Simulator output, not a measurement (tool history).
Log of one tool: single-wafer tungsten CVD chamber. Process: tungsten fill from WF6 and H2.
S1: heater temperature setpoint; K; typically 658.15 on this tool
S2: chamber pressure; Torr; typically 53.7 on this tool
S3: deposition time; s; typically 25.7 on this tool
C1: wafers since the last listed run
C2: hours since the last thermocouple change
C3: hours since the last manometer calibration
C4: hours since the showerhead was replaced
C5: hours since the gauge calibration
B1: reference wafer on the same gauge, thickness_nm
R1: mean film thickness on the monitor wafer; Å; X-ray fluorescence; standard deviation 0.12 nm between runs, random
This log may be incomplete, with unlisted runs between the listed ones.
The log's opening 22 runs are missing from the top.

{"run": 23, "hour": 300.2, "S1": 645.15, "S2": 49.9, "S3": 21.2, "C1": 601, "C2": 33.8, "C3": 176.7, "C4": 29.4, "C5": 123.1, "B1": 89.695, "R1": 502.57}
{"run": 24, "hour": 310.3, "S1": 643.15, "S2": 53.7, "S3": 25.7, "C1": 434, "C2": 43.9, "C3": 186.8, "C4": 39.5, "C5": 133.2, "B1": 89.726, "R1": 604.97}
{"run": 25, "hour": 323.3, "S1": 658.15, "S2": 65.1, "S3": 30.7, "C1": 558, "C2": 56.9, "C3": 199.8, "C4": 52.5, "C5": 146.2, "B1": 89.722, "R1": 1026.46}
{"run": 26, "hour": 337.3, "S1": 665.15, "S2": 53.7, "S3": 22.8, "C1": 601, "C2": 70.9, "C3": 213.8, "C4": 66.5, "C5": 160.2, "B1": 89.682, "R1": 795.96}
{"run": 27, "hour": 345.9, "S1": 665.15, "S2": 41.3, "S3": 30.1, "C1": 369, "C2": 79.5, "C3": 222.4, "C4": 75.1, "C5": 168.8, "B1": 89.703, "R1": 940.73}
{"run": 28, "hour": 359.0, "S1": 663.15, "S2": 62.9, "S3": 27.9, "C1": 563, "C2": 92.6, "C3": 235.5, "C4": 88.2, "C5": 181.9, "B1": 89.71, "R1": 1001.66}
{"run": 29, "hour": 372.8, "S1": 667.15, "S2": 53.7, "S3": 25.7, "C1": 593, "C2": 106.4, "C3": 249.3, "C4": 102, "C5": 195.7, "B1": 89.731, "R1": 926.05}
{"run": 30, "hour": 384.5, "S1": 658.15, "S2": 53.7, "S3": 28.3, "C1": 503, "C2": 118.1, "C3": 261, "C4": 113.7, "C5": 207.4, "B1": 89.734, "R1": 872.16}
{"run": 31, "hour": 400.2, "S1": 643.15, "S2": 62.2, "S3": 25.7, "C1": 674, "C2": 133.8, "C3": 276.7, "C4": 129.4, "C5": 223.1, "B1": 89.699, "R1": 643.43}
{"run": 32, "hour": 407.7, "S1": 658.15, "S2": 58.6, "S3": 27.8, "C1": 322, "C2": 141.3, "C3": 284.2, "C4": 136.9, "C5": 230.6, "B1": 89.71, "R1": 888.25}
{"run": 33, "hour": 425.5, "S1": 658.15, "S2": 53.7, "S3": 25.7, "C1": 765, "C2": 159.1, "C3": 302, "C4": 154.7, "C5": 248.4, "B1": 89.715, "R1": 790.99}
{"run": 34, "hour": 442.2, "S1": 658.15, "S2": 58.6, "S3": 27.8, "C1": 717, "C2": 175.8, "C3": 318.7, "C4": 171.4, "C5": 265.1, "B1": 89.687, "R1": 888.31}

Branching from run 34: 4 alternative next runs. What would each branch give?
{"run": "A", "hour": 442.6, "S1": 658.15, "S2": 53.7, "S3": 25.7, "C1": 17, "C2": 176.2, "C3": 319.1, "C4": 171.8, "C5": 265.5, "B1": "?", "R1": "?"}
{"run": "B", "hour": 442.6, "S1": 658.15, "S2": 63.7, "S3": 27.1, "C1": 17, "C2": 176.2, "C3": 319.1, "C4": 171.8, "C5": 265.5, "B1": "?", "R1": "?"}
{"run": "C", "hour": 442.6, "S1": 658.15, "S2": 53.7, "S3": 28, "C1": 17, "C2": 176.2, "C3": 319.1, "C4": 171.8, "C5": 265.5, "B1": "?", "R1": "?"}
{"run": "D", "hour": 442.6, "S1": 669.15, "S2": 61.8, "S3": 28.5, "C1": 17, "C2": 176.2, "C3": 319.1, "C4": 171.8, "C5": 265.5, "B1": "?", "R1": "?"}

run=A B1=89.743 R1=790.5
run=B B1=89.743 R1=894.42
run=C B1=89.743 R1=861.55
run=D B1=89.743 R1=1121.14
Had the tool no hidden state, the same runs would have come out as:
run=A R1=801.94
run=B R1=907.35
run=C R1=874.02
run=D R1=1136.58
